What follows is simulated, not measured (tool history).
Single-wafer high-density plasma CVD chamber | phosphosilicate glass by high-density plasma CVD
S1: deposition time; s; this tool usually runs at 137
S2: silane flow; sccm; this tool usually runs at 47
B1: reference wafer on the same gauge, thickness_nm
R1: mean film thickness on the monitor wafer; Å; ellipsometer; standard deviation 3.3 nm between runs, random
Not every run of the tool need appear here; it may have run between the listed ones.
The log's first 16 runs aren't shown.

run,hour,S1,S2,B1,R1
17,516.7,129,47,660.312,6522.58
18,533.1,129,47,661.602,6504.61
19,552.2,129,47,661.136,6624.93
20,572.1,151,55,660.740,8926.91
21,590.2,127,47,660.643,6467.82
22,620.6,163,43,659.733,7643.16
23,651.6,151,56,660.328,9134.74
24,673.5,147,55,660.698,8713.52
25,698.6,111,55,660.014,6569.44
26,726.1,137,47,659.834,6875.72
27,739.1,137,51,659.038,7511.83
28,762.2,123,53,660.590,6996.23
29,791.7,157,56,660.280,9435.62
30,880.8,149,43,659.498,6841.54
31,898.0,137,51,660.734,7495.11
32,918.8,137,51,660.412,7448.58
33,949.9,161,43,659.483,7470.56
34,977.7,163,43,660.146,7546.60
35,994.2,137,47,659.333,6934.08
36,1013.5,146,45,660.509,7026.60
37,1031.9,164,55,661.133,9674.44
38,1104.2,114,54,660.664,6510.52
39,1119.8,137,47,659.485,6823.86

Forecast each of these 5 alternatives for the next run:
A,1120.2,137,55,?,?
B,1120.2,151,53,?,?
C,1120.2,137,52,?,?
D,1120.2,158,47,?,?
E,1120.2,153,56,?,?

run,B1,R1
A,659.919,8006.54
B,659.919,8503.82
C,659.919,7569.82
D,659.919,7890.72
E,659.919,9104.18
What these runs would have given with no unlogged condition in the tool:
run,R1
A,8079.17
B,8580.97
C,7638.49
D,7962.30
E,9186.78

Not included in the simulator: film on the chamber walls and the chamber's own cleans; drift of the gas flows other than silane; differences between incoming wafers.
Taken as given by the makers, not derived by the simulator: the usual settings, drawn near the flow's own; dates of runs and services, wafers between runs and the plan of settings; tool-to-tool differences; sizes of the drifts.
